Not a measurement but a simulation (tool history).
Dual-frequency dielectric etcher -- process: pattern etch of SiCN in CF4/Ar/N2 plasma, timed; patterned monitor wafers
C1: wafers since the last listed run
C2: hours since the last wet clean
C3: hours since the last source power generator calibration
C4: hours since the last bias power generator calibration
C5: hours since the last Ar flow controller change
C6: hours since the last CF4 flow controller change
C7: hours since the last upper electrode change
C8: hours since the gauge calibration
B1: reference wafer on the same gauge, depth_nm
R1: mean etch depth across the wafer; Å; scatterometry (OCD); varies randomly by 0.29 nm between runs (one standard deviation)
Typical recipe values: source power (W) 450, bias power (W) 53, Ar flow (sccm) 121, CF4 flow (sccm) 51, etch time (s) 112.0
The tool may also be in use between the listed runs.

{"run": 1, "hour": 0.0, "source power (W)": 450, "bias power (W)": 53, "Ar flow (sccm)": 121, "CF4 flow (sccm)": 51, "etch time (s)": 112.0, "C1": 0, "C2": 364.5, "C3": 3986.1, "C4": 2926.4, "C5": 5167.5, "C6": 1737.2, "C7": 3168.3, "C8": 1195.4, "B1": 71.3, "R1": 836}
{"hour": 28.4, "done": "bias power generator calibrated"}
{"run": 2, "hour": 69.5, "source power (W)": 450, "bias power (W)": 53, "Ar flow (sccm)": 121, "CF4 flow (sccm)": 51, "etch time (s)": 112.0, "C1": 664, "C2": 434.0, "C3": 4055.6, "C4": 41.1, "C5": 5237.0, "C6": 1806.7, "C7": 3237.8, "C8": 1264.9, "B1": 71.3, "R1": 849}
{"hour": 77.4, "done": "source power generator calibrated"}
{"hour": 99.3, "done": "Ar flow controller replaced"}
{"hour": 108.7, "done": "wet clean of the chamber"}
{"run": 3, "hour": 162.7, "source power (W)": 450, "bias power (W)": 53, "Ar flow (sccm)": 121, "CF4 flow (sccm)": 51, "etch time (s)": 119.0, "C1": 748, "C2": 54.0, "C3": 85.3, "C4": 134.3, "C5": 63.4, "C6": 1899.9, "C7": 3331.0, "C8": 1358.1, "B1": 71.3, "R1": 926}
{"run": 4, "hour": 208.3, "source power (W)": 450, "bias power (W)": 53, "Ar flow (sccm)": 121, "CF4 flow (sccm)": 51, "etch time (s)": 119.0, "C1": 462, "C2": 99.6, "C3": 130.9, "C4": 179.9, "C5": 109.0, "C6": 1945.5, "C7": 3376.6, "C8": 1403.7, "B1": 71.3, "R1": 920}
{"run": 5, "hour": 302.9, "source power (W)": 450, "bias power (W)": 53, "Ar flow (sccm)": 121, "CF4 flow (sccm)": 51, "etch time (s)": 119.0, "C1": 959, "C2": 194.2, "C3": 225.5, "C4": 274.5, "C5": 203.6, "C6": 2040.1, "C7": 3471.2, "C8": 1498.3, "B1": 71.3, "R1": 915}
{"hour": 317.8, "done": "CF4 flow controller replaced"}
{"hour": 345.6, "done": "gauge calibrated"}
{"run": 6, "hour": 403.9, "source power (W)": 450, "bias power (W)": 53, "Ar flow (sccm)": 121, "CF4 flow (sccm)": 51, "etch time (s)": 137.5, "C1": 963, "C2": 295.2, "C3": 326.5, "C4": 375.5, "C5": 304.6, "C6": 86.1, "C7": 3572.2, "C8": 58.3, "B1": 71.3, "R1": 1055}
{"run": 7, "hour": 448.6, "source power (W)": 350, "bias power (W)": 53, "Ar flow (sccm)": 121, "CF4 flow (sccm)": 51, "etch time (s)": 112.0, "C1": 453, "C2": 339.9, "C3": 371.2, "C4": 420.2, "C5": 349.3, "C6": 130.8, "C7": 3616.9, "C8": 103.0, "B1": 71.3, "R1": 653}
{"run": 8, "hour": 546.6, "source power (W)": 450, "bias power (W)": 53, "Ar flow (sccm)": 150, "CF4 flow (sccm)": 51, "etch time (s)": 112.0, "C1": 993, "C2": 437.9, "C3": 469.2, "C4": 518.2, "C5": 447.3, "C6": 228.8, "C7": 3714.9, "C8": 201.0, "B1": 71.3, "R1": 811}
{"run": 9, "hour": 588.9, "source power (W)": 450, "bias power (W)": 53, "Ar flow (sccm)": 121, "CF4 flow (sccm)": 51, "etch time (s)": 112.0, "C1": 428, "C2": 480.2, "C3": 511.5, "C4": 560.5, "C5": 489.6, "C6": 271.1, "C7": 3757.2, "C8": 243.3, "B1": 71.3, "R1": 850}
{"hour": 693.1, "done": "wet clean of the chamber"}
{"run": 10, "hour": 732.9, "source power (W)": 340, "bias power (W)": 53, "Ar flow (sccm)": 121, "CF4 flow (sccm)": 51, "etch time (s)": 112.0, "C1": 1216, "C2": 39.8, "C3": 655.5, "C4": 704.5, "C5": 633.6, "C6": 415.1, "C7": 3901.2, "C8": 387.3, "B1": 71.3, "R1": 635}
{"run": 11, "hour": 771.8, "source power (W)": 450, "bias power (W)": 46, "Ar flow (sccm)": 121, "CF4 flow (sccm)": 51, "etch time (s)": 94.0, "C1": 394, "C2": 78.7, "C3": 694.4, "C4": 743.4, "C5": 672.5, "C6": 454.0, "C7": 3940.1, "C8": 426.2, "B1": 71.3, "R1": 688}
{"run": 12, "hour": 822.8, "source power (W)": 450, "bias power (W)": 53, "Ar flow (sccm)": 121, "CF4 flow (sccm)": 46, "etch time (s)": 100.0, "C1": 517, "C2": 129.7, "C3": 745.4, "C4": 794.4, "C5": 723.5, "C6": 505.0, "C7": 3991.1, "C8": 477.2, "B1": 71.3, "R1": 752}
{"run": 13, "hour": 890.4, "source power (W)": 450, "bias power (W)": 43, "Ar flow (sccm)": 121, "CF4 flow (sccm)": 51, "etch time (s)": 94.0, "C1": 685, "C2": 197.3, "C3": 813.0, "C4": 862.0, "C5": 791.1, "C6": 572.6, "C7": 4058.7, "C8": 544.8, "B1": 71.3, "R1": 675}
{"run": 14, "hour": 977.1, "source power (W)": 450, "bias power (W)": 53, "Ar flow (sccm)": 121, "CF4 flow (sccm)": 51, "etch time (s)": 112.0, "C1": 879, "C2": 284.0, "C3": 899.7, "C4": 948.7, "C5": 877.8, "C6": 659.3, "C7": 4145.4, "C8": 631.5, "B1": 71.3, "R1": 853}
{"hour": 1018.6, "done": "upper electrode replaced"}
{"run": 15, "hour": 1087.5, "source power (W)": 450, "bias power (W)": 45, "Ar flow (sccm)": 121, "CF4 flow (sccm)": 51, "etch time (s)": 112.0, "C1": 876, "C2": 394.4, "C3": 1010.1, "C4": 1059.1, "C5": 988.2, "C6": 769.7, "C7": 68.9, "C8": 741.9, "B1": 71.3, "R1": 805}
{"hour": 1218.5, "done": "wet clean of the chamber"}
{"run": 16, "hour": 1240.7, "source power (W)": 450, "bias power (W)": 60, "Ar flow (sccm)": 141, "CF4 flow (sccm)": 51, "etch time (s)": 112.0, "C1": 1310, "C2": 22.2, "C3": 1163.3, "C4": 1212.3, "C5": 1141.4, "C6": 922.9, "C7": 222.1, "C8": 895.1, "B1": 71.2, "R1": 860}
{"run": 17, "hour": 1289.9, "source power (W)": 530, "bias power (W)": 53, "Ar flow (sccm)": 100, "CF4 flow (sccm)": 51, "etch time (s)": 88.0, "C1": 498, "C2": 71.4, "C3": 1212.5, "C4": 1261.5, "C5": 1190.6, "C6": 972.1, "C7": 271.3, "C8": 944.3, "B1": 71.3, "R1": 838}
{"run": 18, "hour": 1329.9, "source power (W)": 370, "bias power (W)": 47, "Ar flow (sccm)": 121, "CF4 flow (sccm)": 51, "etch time (s)": 112.0, "C1": 405, "C2": 111.4, "C3": 1252.5, "C4": 1301.5, "C5": 1230.6, "C6": 1012.1, "C7": 311.3, "C8": 984.3, "B1": 71.3, "R1": 665}
{"run": 19, "hour": 1382.0, "source power (W)": 410, "bias power (W)": 53, "Ar flow (sccm)": 99, "CF4 flow (sccm)": 51, "etch time (s)": 112.0, "C1": 528, "C2": 163.5, "C3": 1304.6, "C4": 1353.6, "C5": 1282.7, "C6": 1064.2, "C7": 363.4, "C8": 1036.4, "B1": 71.3, "R1": 822}
{"run": 20, "hour": 1450.0, "source power (W)": 450, "bias power (W)": 53, "Ar flow (sccm)": 121, "CF4 flow (sccm)": 51, "etch time (s)": 112.0, "C1": 689, "C2": 231.5, "C3": 1372.6, "C4": 1421.6, "C5": 1350.7, "C6": 1132.2, "C7": 431.4, "C8": 1104.4, "B1": 71.3, "R1": 852}
{"run": 21, "hour": 1556.6, "source power (W)": 560, "bias power (W)": 53, "Ar flow (sccm)": 121, "CF4 flow (sccm)": 51, "etch time (s)": 112.0, "C1": 1080, "C2": 338.1, "C3": 1479.2, "C4": 1528.2, "C5": 1457.3, "C6": 1238.8, "C7": 538.0, "C8": 1211.0, "B1": 71.3, "R1": 1071}
{"run": 22, "hour": 1597.5, "source power (W)": 350, "bias power (W)": 53, "Ar flow (sccm)": 107, "CF4 flow (sccm)": 51, "etch time (s)": 112.0, "C1": 414, "C2": 379.0, "C3": 1520.1, "C4": 1569.1, "C5": 1498.2, "C6": 1279.7, "C7": 578.9, "C8": 1251.9, "B1": 71.3, "R1": 662}

Below, some changes in R1 between adjacent runs. For each, the amount present without the hidden state too (settings, incoming material, random variation) and the amount remaining for the hidden state with gauge scatter not shared by both compared results:
Hidden state at play: etch rate over this chamber's usual, %; source power that arrives over what is set, %; bias power that arrives over what is set, %; Ar flow that arrives over what is set, %; CF4 flow that arrives over what is set, %; gauge reads high (%).
Run 1 -> 2: bias power generator calibrated. R1 +13 Å: hidden state +11, all else +2.
Run 2 -> 3: etch time (s) 112.0 -> 119.0, source power generator calibrated, Ar flow controller replaced, wet clean of the chamber. R1 +77 Å: hidden state +17, all else +60.
Run 6 -> 7: source power (W) 450 -> 350, etch time (s) 137.5 -> 112.0. R1 -402 Å: hidden state +1, all else -403.
Run 21 -> 22: source power (W) 560 -> 350, Ar flow (sccm) 121 -> 107. R1 -409 Å: hidden state +7, all else -416.
